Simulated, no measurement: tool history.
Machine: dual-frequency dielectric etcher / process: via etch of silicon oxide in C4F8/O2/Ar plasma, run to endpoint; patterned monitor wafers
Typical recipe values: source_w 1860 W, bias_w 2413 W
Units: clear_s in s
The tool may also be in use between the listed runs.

| run | day | source_w | bias_w | incoming incoming film thickness, nm | clear_s |
|---|---|---|---|---|---|
| 1 | 0 | 1860 | 2413 | 1289.6 | 277.9 |
| 2 | 8.979 | 1860 | 2413 | 1294.9 | 281.5 |
| 3 | 12.596 | 1860 | 2413 | 1284 | 271.8 |
| 4 | 16.733 | 1860 | 2413 | 1272.7 | 276.4 |
| 5 | 18.842 | 1860 | 2413 | 1282.1 | 271.5 |
| 6 | 20.879 | 1860 | 2413 | 1267.8 | 273.5 |
| 7 | 24.3 | 1860 | 2413 | 1292.8 | 281.9 |
| 8 | 28.296 | 1860 | 2413 | 1283.5 | 275.6 |
| 9 | 30.104 | 1580 | 2905 | 1284 | 277.6 |
| 10 | 33.821 | 1610 | 2977 | 1280.7 | 275.1 |
| 11 | 36.983 | 1550 | 1826 | 1280.6 | 329.3 |
| 12 | 39.146 | 1860 | 2413 | 1279.3 | 277.2 |
| 13 | 42.238 | 1650 | 2970 | 1272.1 | 271 |
| 14 | 45.204 | 1860 | 2413 | 1284.8 | 276.9 |
| 15 | 49.175 | 1440 | 1845 | 1278.1 | 341.2 |

Removed from this log: 5 entries logged between the listed runs. Between which two listed runs does each belong, and how does the tool's hidden state at the listed run before it compare with that at the listed run after it?
Runs 1 to 2: wet clean of the chamber (day 5.3)
  the hidden state is the same at both runs
Runs 3 to 4: bias power generator calibrated (day 15.075)
  the hidden state is the same at both runs
Runs 7 to 8: source power generator calibrated (day 26.067)
  the hidden state is the same at both runs
Runs 9 to 10: wet clean of the chamber (day 31.588)
  the hidden state is the same at both runs
Runs 11 to 12: upper electrode replaced (day 38.188)
  the hidden state is the same at both runs
